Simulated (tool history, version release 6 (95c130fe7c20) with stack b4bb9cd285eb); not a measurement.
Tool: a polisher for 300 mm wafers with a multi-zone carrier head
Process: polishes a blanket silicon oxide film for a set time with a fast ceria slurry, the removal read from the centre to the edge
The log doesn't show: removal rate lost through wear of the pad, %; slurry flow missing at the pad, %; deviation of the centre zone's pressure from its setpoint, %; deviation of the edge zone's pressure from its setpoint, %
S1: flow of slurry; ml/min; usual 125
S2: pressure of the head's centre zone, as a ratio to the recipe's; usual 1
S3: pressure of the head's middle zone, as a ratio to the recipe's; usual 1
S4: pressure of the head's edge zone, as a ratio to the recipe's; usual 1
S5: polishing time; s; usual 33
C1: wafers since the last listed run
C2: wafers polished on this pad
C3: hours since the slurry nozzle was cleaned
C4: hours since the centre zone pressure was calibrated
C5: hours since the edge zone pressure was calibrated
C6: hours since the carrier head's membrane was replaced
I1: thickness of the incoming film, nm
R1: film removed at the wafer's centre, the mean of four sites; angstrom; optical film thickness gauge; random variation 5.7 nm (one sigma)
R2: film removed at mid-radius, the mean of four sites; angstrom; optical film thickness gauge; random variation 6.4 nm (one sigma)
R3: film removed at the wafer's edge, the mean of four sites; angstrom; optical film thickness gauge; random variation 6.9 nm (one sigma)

run,hour,S1,S2,S3,S4,S5,C1,C2,C3,C4,C5,C6,I1,R1,R2,R3
1,0,125,1,1,0.91,33,0,1320,210,655.4,528.7,1140.1,3627.9,4572,4760,4638
2,44.6,125,1,1,0.91,33,379,1700,254.6,700,573.3,1184.7,3538.3,4638,4761,4580
3,89.8,125,1,1,1,33,385,2085,299.8,745.2,618.5,1229.9,3631.3,4486,4899,4825
4,140.1,125,1,1,1,33,428,2513,350.1,795.5,668.8,1280.2,3588.8,4656,4842,4833
5,209.4,125,1,1,1,33,590,3104,419.4,864.8,738.1,1349.5,3643.7,4617,4799,4777
# hour 229.2: worn pad replaced by a new one
# hour 233.1: carrier head's membrane replaced by a new one
6,246.5,125,1,1,0.97,22,248,114,456.5,901.9,775.2,13.4,3540.9,3005,3182,3125
# hour 251.7: slurry nozzle cleaned
7,300.6,125,1,1,1.04,33,452,566,48.9,956,829.3,67.5,3611.5,4466,4793,4887
8,359.6,125,1.08,1,1,22,502,1069,107.9,1015,888.3,126.5,3564.5,3278,3209,3168
9,424.7,150,1.07,1,1,33,554,1623,173,1080.1,953.4,191.6,3617.3,5041,5026,4885
10,453.2,125,1,1,1,28,242,1866,201.5,1108.6,981.9,220.1,3500.7,3743,4022,4106
11,524.1,125,1.07,0.94,1,33,603,2470,272.4,1179.5,1052.8,291,3540,4793,4602,4932
# hour 577.4: worn pad replaced by a new one
# hour 607.6: edge zone pressure recalibrated
12,635,125,1,1,0.95,33,893,473,383.3,1290.4,27.4,401.9,3572,4442,4764,4714
# hour 686.6: centre zone pressure recalibrated
13,701.8,125,1,1,1,33,551,1025,450.1,15.2,94.2,468.7,3568.7,4781,4824,4827
# hour 717.9: slurry nozzle cleaned
14,733.2,125,1.05,1,1,33,258,1284,15.3,46.6,125.6,500.1,3555.2,4981,4696,4790
15,777.6,125,1,1,1.06,33,378,1662,59.7,91,170,544.5,3587.6,4664,4800,4885
16,839.4,125,1,1,1,33,526,2189,121.5,152.8,231.8,606.3,3565.4,4769,4666,4866
# hour 871.3: worn pad replaced by a new one
17,884.1,125,1,1,1,22,346,108,166.2,197.5,276.5,651,3600.8,3098,3137,3275
18,942,85,0.88,1.1,0.9,33,493,602,224.1,255.4,334.4,708.9,3593.9,3633,4593,4173
19,1005.2,125,1,1,1,33,538,1140,287.3,318.6,397.6,772.1,3555.5,4632,4767,4793
20,1072.2,135,1,1.09,0.93,33,570,1711,354.3,385.6,464.6,839.1,3548.5,4844,5156,4697
21,1123.5,125,0.96,1,1,33,436,2148,405.6,436.9,515.9,890.4,3534.3,4543,4782,4674

Forecast each of these 5 alternatives for the next run:
A,1123.9,125,1,1,0.92,33,3,2151,406,437.3,516.3,890.8,3624.5,?,?,?
B,1123.9,125,1.05,0.93,0.9,41,3,2151,406,437.3,516.3,890.8,3624.5,?,?,?
C,1123.9,105,1.06,1,1,33,3,2151,406,437.3,516.3,890.8,3624.5,?,?,?
D,1123.9,140,1,1,1.09,29,3,2151,406,437.3,516.3,890.8,3624.5,?,?,?
E,1123.9,115,1,1,1,33,3,2151,406,437.3,516.3,890.8,3624.5,?,?,?

run,R1,R2,R3
A,4633,4927,4666
B,6044,5758,5753
C,4651,4695,4671
D,4196,4444,4484
E,4520,4821,4755
Without the tool's hidden state the same runs would have given:
run,R1,R2,R3
A,4725,4926,4666
B,6163,5758,5753
C,4743,4694,4671
D,4279,4444,4484
E,4609,4820,4755

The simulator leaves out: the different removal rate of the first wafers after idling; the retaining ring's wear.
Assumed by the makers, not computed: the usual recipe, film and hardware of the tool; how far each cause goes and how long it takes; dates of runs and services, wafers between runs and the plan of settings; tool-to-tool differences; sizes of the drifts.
